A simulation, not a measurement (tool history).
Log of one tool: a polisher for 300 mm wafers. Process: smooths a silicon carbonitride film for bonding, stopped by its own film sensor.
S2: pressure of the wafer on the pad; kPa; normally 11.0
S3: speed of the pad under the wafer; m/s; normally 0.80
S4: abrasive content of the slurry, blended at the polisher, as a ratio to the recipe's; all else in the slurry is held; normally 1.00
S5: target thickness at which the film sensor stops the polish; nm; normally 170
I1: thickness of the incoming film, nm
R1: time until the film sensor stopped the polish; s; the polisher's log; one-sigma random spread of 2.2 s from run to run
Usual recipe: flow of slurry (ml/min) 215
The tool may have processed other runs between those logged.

{"run": 1, "hour": 0.0, "flow of slurry (ml/min)": 215, "S2": 13.8, "S3": 0.8, "S4": 1.1, "S5": 170, "I1": 190.4, "R1": 111.2}
{"run": 2, "hour": 16.7, "flow of slurry (ml/min)": 215, "S2": 13.8, "S3": 0.8, "S4": 1.1, "S5": 170, "I1": 185.9, "R1": 87.0}
{"hour": 26.1, "done": "worn pad replaced by a new one"}
{"run": 3, "hour": 49.8, "flow of slurry (ml/min)": 215, "S2": 11.0, "S3": 0.8, "S4": 1.0, "S5": 170, "I1": 189.8, "R1": 136.8}
{"run": 4, "hour": 68.9, "flow of slurry (ml/min)": 215, "S2": 11.0, "S3": 0.8, "S4": 1.0, "S5": 170, "I1": 191.9, "R1": 160.1}
{"run": 5, "hour": 94.5, "flow of slurry (ml/min)": 215, "S2": 11.0, "S3": 0.8, "S4": 1.0, "S5": 170, "I1": 190.9, "R1": 148.6}
{"run": 6, "hour": 128.4, "flow of slurry (ml/min)": 215, "S2": 11.0, "S3": 0.8, "S4": 1.0, "S5": 170, "I1": 187.7, "R1": 127.0}
{"run": 7, "hour": 146.4, "flow of slurry (ml/min)": 215, "S2": 11.0, "S3": 0.8, "S4": 1.0, "S5": 170, "I1": 190.1, "R1": 148.1}
{"run": 8, "hour": 218.6, "flow of slurry (ml/min)": 265, "S2": 11.0, "S3": 0.8, "S4": 1.0, "S5": 170, "I1": 187.3, "R1": 121.9}
{"hour": 233.0, "done": "worn pad replaced by a new one"}
{"run": 9, "hour": 233.5, "flow of slurry (ml/min)": 265, "S2": 11.0, "S3": 0.8, "S4": 1.0, "S5": 170, "I1": 189.3, "R1": 137.7}
{"run": 10, "hour": 251.3, "flow of slurry (ml/min)": 215, "S2": 11.0, "S3": 0.8, "S4": 1.0, "S5": 170, "I1": 187.4, "R1": 129.3}
{"run": 11, "hour": 264.6, "flow of slurry (ml/min)": 215, "S2": 11.0, "S3": 0.8, "S4": 1.0, "S5": 170, "I1": 192.4, "R1": 164.3}
{"run": 12, "hour": 277.7, "flow of slurry (ml/min)": 215, "S2": 11.0, "S3": 0.8, "S4": 1.0, "S5": 170, "I1": 187.6, "R1": 128.8}
{"run": 13, "hour": 307.9, "flow of slurry (ml/min)": 195, "S2": 9.0, "S3": 0.8, "S4": 0.75, "S5": 163, "I1": 190.2, "R1": 296.3}
{"hour": 319.0, "done": "head pressure recalibrated"}
{"run": 14, "hour": 327.8, "flow of slurry (ml/min)": 215, "S2": 11.0, "S3": 0.56, "S4": 1.0, "S5": 170, "I1": 189.8, "R1": 188.6}
{"run": 15, "hour": 358.9, "flow of slurry (ml/min)": 215, "S2": 11.0, "S3": 0.8, "S4": 1.0, "S5": 170, "I1": 192.2, "R1": 166.1}
{"run": 16, "hour": 383.6, "flow of slurry (ml/min)": 185, "S2": 11.0, "S3": 0.8, "S4": 1.0, "S5": 164, "I1": 189.0, "R1": 197.4}
{"hour": 390.2, "done": "slurry nozzle cleaned"}
{"run": 17, "hour": 395.9, "flow of slurry (ml/min)": 160, "S2": 13.8, "S3": 0.56, "S4": 1.0, "S5": 175, "I1": 188.2, "R1": 99.0}
{"hour": 414.5, "done": "worn pad replaced by a new one"}
{"run": 18, "hour": 431.4, "flow of slurry (ml/min)": 165, "S2": 11.0, "S3": 0.8, "S4": 0.85, "S5": 165, "I1": 193.1, "R1": 225.3}
{"run": 19, "hour": 445.1, "flow of slurry (ml/min)": 215, "S2": 11.0, "S3": 0.8, "S4": 1.0, "S5": 170, "I1": 188.1, "R1": 123.5}
{"hour": 473.1, "done": "slurry blender recalibrated"}
{"run": 20, "hour": 473.6, "flow of slurry (ml/min)": 215, "S2": 8.3, "S3": 0.8, "S4": 1.0, "S5": 173, "I1": 187.0, "R1": 127.1}
{"run": 21, "hour": 506.2, "flow of slurry (ml/min)": 215, "S2": 11.0, "S3": 0.8, "S4": 1.1, "S5": 170, "I1": 187.2, "R1": 117.7}
{"run": 22, "hour": 526.0, "flow of slurry (ml/min)": 175, "S2": 11.0, "S3": 1.0, "S4": 0.75, "S5": 177, "I1": 191.7, "R1": 107.8}
{"run": 23, "hour": 542.8, "flow of slurry (ml/min)": 175, "S2": 13.1, "S3": 0.64, "S4": 1.0, "S5": 168, "I1": 189.1, "R1": 151.2}
{"run": 24, "hour": 560.3, "flow of slurry (ml/min)": 215, "S2": 11.0, "S3": 0.8, "S4": 1.0, "S5": 170, "I1": 187.6, "R1": 122.1}
{"run": 25, "hour": 595.2, "flow of slurry (ml/min)": 235, "S2": 11.0, "S3": 0.8, "S4": 1.0, "S5": 170, "I1": 192.3, "R1": 156.8}

5 options for the next run, each taken on its own from the tool as it stands now. Forecast them:
{"run": "A", "hour": 595.7, "flow of slurry (ml/min)": 215, "S2": 11.0, "S3": 0.8, "S4": 1.0, "S5": 170, "I1": 187.9, "R1": "?"}
{"run": "B", "hour": 595.7, "flow of slurry (ml/min)": 250, "S2": 11.0, "S3": 0.8, "S4": 1.0, "S5": 170, "I1": 187.9, "R1": "?"}
{"run": "C", "hour": 595.7, "flow of slurry (ml/min)": 215, "S2": 11.0, "S3": 0.9, "S4": 1.0, "S5": 170, "I1": 187.9, "R1": "?"}
{"run": "D", "hour": 595.7, "flow of slurry (ml/min)": 215, "S2": 11.0, "S3": 0.88, "S4": 1.0, "S5": 170, "I1": 187.9, "R1": "?"}
{"run": "E", "hour": 595.7, "flow of slurry (ml/min)": 270, "S2": 11.0, "S3": 0.8, "S4": 1.0, "S5": 170, "I1": 187.9, "R1": "?"}

run=A R1=126.5
run=B R1=123.7
run=C R1=116.4
run=D R1=118.3
run=E R1=122.5
What these runs would have given with no unlogged condition in the tool:
run=A R1=123.2
run=B R1=120.9
run=C R1=113.3
run=D R1=115.1
run=E R1=119.9
